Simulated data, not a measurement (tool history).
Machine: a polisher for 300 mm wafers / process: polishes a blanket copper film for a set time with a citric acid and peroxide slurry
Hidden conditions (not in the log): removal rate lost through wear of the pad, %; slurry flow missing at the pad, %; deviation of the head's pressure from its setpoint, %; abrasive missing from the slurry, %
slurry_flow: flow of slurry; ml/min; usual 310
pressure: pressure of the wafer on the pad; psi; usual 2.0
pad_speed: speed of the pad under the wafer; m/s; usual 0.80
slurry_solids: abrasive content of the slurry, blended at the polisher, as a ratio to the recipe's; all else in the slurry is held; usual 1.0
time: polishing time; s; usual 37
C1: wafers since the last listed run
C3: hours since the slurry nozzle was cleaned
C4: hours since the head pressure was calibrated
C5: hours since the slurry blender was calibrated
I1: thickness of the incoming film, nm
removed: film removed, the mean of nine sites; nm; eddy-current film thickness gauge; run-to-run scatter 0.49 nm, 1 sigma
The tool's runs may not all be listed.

run 1 hour=0.0 | slurry_flow=310 pressure=2.0 pad_speed=0.80 slurry_solids=1.0 time=37 | C1=0 wafers_polished_on_this_pad=935 C3=251.3 C4=1510.8 C5=54.3 | I1=1167.8 | removed=46.1
-- hour=18.5 worn pad replaced by a new one
run 2 hour=32.8 | slurry_flow=310 pressure=2.0 pad_speed=0.80 slurry_solids=1.0 time=37 | C1=314 wafers_polished_on_this_pad=156 C3=284.1 C4=1543.6 C5=87.1 | I1=1138.8 | removed=47.9
run 3 hour=42.2 | slurry_flow=310 pressure=2.0 pad_speed=0.80 slurry_solids=1.2 time=37 | C1=102 wafers_polished_on_this_pad=258 C3=293.5 C4=1553.0 C5=96.5 | I1=1152.1 | removed=49.7
run 4 hour=49.1 | slurry_flow=310 pressure=2.0 pad_speed=0.80 slurry_solids=1.2 time=37 | C1=75 wafers_polished_on_this_pad=334 C3=300.4 C4=1559.9 C5=103.4 | I1=1168.0 | removed=49.4
run 5 hour=62.7 | slurry_flow=310 pressure=2.3 pad_speed=0.80 slurry_solids=1.0 time=37 | C1=148 wafers_polished_on_this_pad=482 C3=314.0 C4=1573.5 C5=117.0 | I1=1142.2 | removed=52.5
run 6 hour=70.0 | slurry_flow=310 pressure=2.3 pad_speed=0.80 slurry_solids=1.0 time=37 | C1=79 wafers_polished_on_this_pad=562 C3=321.3 C4=1580.8 C5=124.3 | I1=1140.1 | removed=51.6
run 7 hour=76.6 | slurry_flow=310 pressure=2.0 pad_speed=0.80 slurry_solids=1.0 time=37 | C1=72 wafers_polished_on_this_pad=634 C3=327.9 C4=1587.4 C5=130.9 | I1=1160.8 | removed=46.2
run 8 hour=83.6 | slurry_flow=310 pressure=2.0 pad_speed=0.80 slurry_solids=1.0 time=37 | C1=76 wafers_polished_on_this_pad=710 C3=334.9 C4=1594.4 C5=137.9 | I1=1160.9 | removed=46.4
run 9 hour=101.2 | slurry_flow=310 pressure=2.0 pad_speed=0.80 slurry_solids=1.0 time=37 | C1=192 wafers_polished_on_this_pad=902 C3=352.5 C4=1612.0 C5=155.5 | I1=1181.0 | removed=46.7
run 10 hour=109.1 | slurry_flow=310 pressure=2.0 pad_speed=0.80 slurry_solids=1.0 time=37 | C1=86 wafers_polished_on_this_pad=989 C3=360.4 C4=1619.9 C5=163.4 | I1=1157.5 | removed=46.2
-- hour=114.5 head pressure recalibrated
-- hour=117.7 slurry blender recalibrated
-- hour=118.4 worn pad replaced by a new one
run 11 hour=122.7 | slurry_flow=310 pressure=2.0 pad_speed=0.80 slurry_solids=1.0 time=37 | C1=96 wafers_polished_on_this_pad=46 C3=374.0 C4=8.2 C5=5.0 | I1=1167.7 | removed=48.8
run 12 hour=135.6 | slurry_flow=310 pressure=2.0 pad_speed=0.80 slurry_solids=1.0 time=37 | C1=140 wafers_polished_on_this_pad=187 C3=386.9 C4=21.1 C5=17.9 | I1=1161.0 | removed=47.6
run 13 hour=149.6 | slurry_flow=310 pressure=2.0 pad_speed=0.80 slurry_solids=1.0 time=37 | C1=152 wafers_polished_on_this_pad=340 C3=400.9 C4=35.1 C5=31.9 | I1=1169.8 | removed=47.3
-- hour=157.6 slurry nozzle cleaned
run 14 hour=164.2 | slurry_flow=375 pressure=2.0 pad_speed=1.00 slurry_solids=1.0 time=37 | C1=148 wafers_polished_on_this_pad=488 C3=6.6 C4=49.7 C5=46.5 | I1=1159.1 | removed=58.7
run 15 hour=179.2 | slurry_flow=310 pressure=2.0 pad_speed=0.80 slurry_solids=1.0 time=37 | C1=163 wafers_polished_on_this_pad=652 C3=21.6 C4=64.7 C5=61.5 | I1=1153.9 | removed=46.1
run 16 hour=196.8 | slurry_flow=310 pressure=2.0 pad_speed=0.80 slurry_solids=1.0 time=37 | C1=192 wafers_polished_on_this_pad=844 C3=39.2 C4=82.3 C5=79.1 | I1=1177.1 | removed=46.1
run 17 hour=209.3 | slurry_flow=310 pressure=1.5 pad_speed=0.80 slurry_solids=1.0 time=31 | C1=136 wafers_polished_on_this_pad=980 C3=51.7 C4=94.8 C5=91.6 | I1=1150.3 | removed=31.7
-- hour=224.9 worn pad replaced by a new one
run 18 hour=225.4 | slurry_flow=235 pressure=2.0 pad_speed=0.80 slurry_solids=1.0 time=28 | C1=132 wafers_polished_on_this_pad=5 C3=67.8 C4=110.9 C5=107.7 | I1=1148.4 | removed=36.4
run 19 hour=237.6 | slurry_flow=350 pressure=2.2 pad_speed=0.80 slurry_solids=1.0 time=37 | C1=133 wafers_polished_on_this_pad=138 C3=80.0 C4=123.1 C5=119.9 | I1=1174.1 | removed=52.1
run 20 hour=244.1 | slurry_flow=270 pressure=1.4 pad_speed=0.80 slurry_solids=0.8 time=26 | C1=70 wafers_polished_on_this_pad=209 C3=86.5 C4=129.6 C5=126.4 | I1=1158.5 | removed=24.7
run 21 hour=254.2 | slurry_flow=310 pressure=2.0 pad_speed=0.80 slurry_solids=1.0 time=37 | C1=110 wafers_polished_on_this_pad=320 C3=96.6 C4=139.7 C5=136.5 | I1=1160.6 | removed=46.5
run 22 hour=260.8 | slurry_flow=310 pressure=2.5 pad_speed=0.98 slurry_solids=1.0 time=25 | C1=72 wafers_polished_on_this_pad=392 C3=103.2 C4=146.3 C5=143.1 | I1=1165.8 | removed=45.7
run 23 hour=270.5 | slurry_flow=310 pressure=2.0 pad_speed=0.80 slurry_solids=1.0 time=26 | C1=105 wafers_polished_on_this_pad=497 C3=112.9 C4=156.0 C5=152.8 | I1=1139.4 | removed=32.7
run 24 hour=287.8 | slurry_flow=310 pressure=2.0 pad_speed=0.80 slurry_solids=1.0 time=37 | C1=188 wafers_polished_on_this_pad=686 C3=130.2 C4=173.3 C5=170.1 | I1=1169.6 | removed=46.8
run 25 hour=297.2 | slurry_flow=310 pressure=2.6 pad_speed=0.80 slurry_solids=1.0 time=31 | C1=102 wafers_polished_on_this_pad=789 C3=139.6 C4=182.7 C5=179.5 | I1=1169.8 | removed=46.3
-- hour=304.4 slurry blender recalibrated
run 26 hour=308.9 | slurry_flow=310 pressure=2.0 pad_speed=0.80 slurry_solids=1.0 time=37 | C1=105 wafers_polished_on_this_pad=895 C3=151.3 C4=194.4 C5=4.5 | I1=1172.3 | removed=46.9
run 27 hour=322.1 | slurry_flow=275 pressure=2.0 pad_speed=0.92 slurry_solids=1.0 time=30 | C1=144 wafers_polished_on_this_pad=1039 C3=164.5 C4=207.6 C5=17.7 | I1=1157.5 | removed=42.4
run 28 hour=330.4 | slurry_flow=310 pressure=1.5 pad_speed=0.80 slurry_solids=1.0 time=37 | C1=90 wafers_polished_on_this_pad=1129 C3=172.8 C4=215.9 C5=26.0 | I1=1165.9 | removed=38.2
-- hour=337.0 worn pad replaced by a new one
run 29 hour=343.6 | slurry_flow=310 pressure=2.0 pad_speed=0.80 slurry_solids=1.0 time=37 | C1=100 wafers_polished_on_this_pad=71 C3=186.0 C4=229.1 C5=39.2 | I1=1160.3 | removed=48.6

Describe how what the log doesn't record of the tool's condition differs between the last listed run preceding each entry between runs and the first listed run following it.
Logged between run 1 and run 2: worn pad replaced by a new one (hour 18.5)
  removal rate lost through wear of the pad, %: 6.34 -> 2.61
  measured value less the no-hidden-state value, removed: -3.2 -> -1.2 nm
Logged between run 10 and run 11: head pressure recalibrated (hour 114.5); slurry blender recalibrated (hour 117.7); worn pad replaced by a new one (hour 118.4)
  removal rate lost through wear of the pad, %: 6.49 -> 1.43
  measured value less the no-hidden-state value, removed: -3.2 -> -0.7 nm
Logged between run 13 and run 14: slurry nozzle cleaned (hour 157.6)
  removal rate lost through wear of the pad, %: 4.6 -> 5.53
  measured value less the no-hidden-state value, removed: -2.3 -> -3.4 nm
Logged between run 17 and run 18: worn pad replaced by a new one (hour 224.9)
  removal rate lost through wear of the pad, %: 6.8 -> 0.372
  measured value less the no-hidden-state value, removed: -2.3 -> -0.1 nm
Logged between run 25 and run 26: slurry blender recalibrated (hour 304.4)
  removal rate lost through wear of the pad, %: 6.08 -> 6.32
  measured value less the no-hidden-state value, removed: -3.0 -> -3.2 nm
Logged between run 28 and run 29: worn pad replaced by a new one (hour 337.0)
  removal rate lost through wear of the pad, %: 6.58 -> 1.16
  measured value less the no-hidden-state value, removed: -2.6 -> -0.5 nm

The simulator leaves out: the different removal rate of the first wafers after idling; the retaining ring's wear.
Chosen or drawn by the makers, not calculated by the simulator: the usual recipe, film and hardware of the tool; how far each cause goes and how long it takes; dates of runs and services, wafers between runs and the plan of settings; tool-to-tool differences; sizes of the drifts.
